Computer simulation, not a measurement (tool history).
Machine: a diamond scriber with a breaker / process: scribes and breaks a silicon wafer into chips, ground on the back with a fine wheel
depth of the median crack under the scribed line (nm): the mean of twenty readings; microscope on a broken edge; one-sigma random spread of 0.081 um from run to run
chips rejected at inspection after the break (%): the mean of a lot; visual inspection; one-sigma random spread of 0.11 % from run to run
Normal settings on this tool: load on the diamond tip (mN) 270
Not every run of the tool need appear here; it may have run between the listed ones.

run	hour	load on the diamond tip (mN)	incoming depth of the damage left on the back of the incoming wafer, um	depth of the median crack under the scribed line (nm)	chips rejected at inspection after the break (%)
1	0.0	270	2.45	8560	5.07
2	12.5	270	1.96	8640	4.08
3	31.5	270	1.54	8480	3.96
4	54.3	313	2.78	9470	3.01
5	125.8	270	2.45	8610	5.20
6	153.0	226	1.84	7600	14.57
7	183.4	270	2.82	8500	7.01
# hour 193.8: diamond tip replaced by a new one
8	199.5	270	2.99	8690	6.55
9	215.6	270	1.98	8490	4.46
10	245.5	270	2.81	8530	6.84
11	270.4	270	2.14	8470	5.06
12	284.7	270	1.78	8360	4.58
# hour 291.4: load on the tip recalibrated
13	302.9	270	2.50	9380	2.67
14	319.8	270	2.14	9460	1.94
15	334.7	296	2.56	9980	3.40
16	364.3	296	1.88	10100	2.55
17	376.4	296	1.76	9830	2.31
18	406.5	270	2.57	9310	2.84
19	440.1	326	1.93	10460	4.50
20	455.2	318	2.21	10150	4.00
21	485.4	247	2.47	8550	4.92
22	498.3	293	2.14	9560	2.17
23	510.4	303	1.66	9800	1.99
24	534.7	215	2.83	7870	13.09
25	546.9	306	2.91	9980	3.47
26	562.4	307	1.82	9810	2.28
27	582.9	301	2.16	9630	2.18
28	603.8	348	2.28	10770	6.28
29	670.4	270	2.01	8970	2.95
30	701.9	243	2.74	8360	7.83
31	728.9	327	2.00	10000	3.08
32	748.8	270	1.88	8910	2.73
33	771.9	296	1.83	9540	1.63
34	798.6	329	2.74	10010	3.77
# hour 807.4: diamond tip replaced by a new one
35	830.5	234	1.72	7900	9.32
36	861.4	321	2.07	9950	2.31
37	879.6	330	1.63	10170	2.80
38	896.0	346	1.65	10290	3.94
39	930.0	270	2.58	8740	4.07
40	943.3	238	1.67	8070	8.10
41	957.4	292	2.01	9240	2.12
42	975.4	270	1.73	8740	2.93

4 ways to go on from here, each from the tool as it stands after run 42. What would each give?
A	976.0	270	1.74	?	?
B	976.0	343	1.74	?	?
C	976.0	228	1.74	?	?
D	976.0	299	1.74	?	?

run	depth of the median crack under the scribed line (nm)	chips rejected at inspection after the break (%)
A	8810	3.44
B	10370	3.70
C	7850	11.81
D	9450	1.72
Take away the tool's hidden state, keep each run's random variation, and the runs would have read:
run	depth of the median crack under the scribed line (nm)	chips rejected at inspection after the break (%)
A	9510	1.70
B	11190	8.72
C	8470	5.58
D	10190	2.97

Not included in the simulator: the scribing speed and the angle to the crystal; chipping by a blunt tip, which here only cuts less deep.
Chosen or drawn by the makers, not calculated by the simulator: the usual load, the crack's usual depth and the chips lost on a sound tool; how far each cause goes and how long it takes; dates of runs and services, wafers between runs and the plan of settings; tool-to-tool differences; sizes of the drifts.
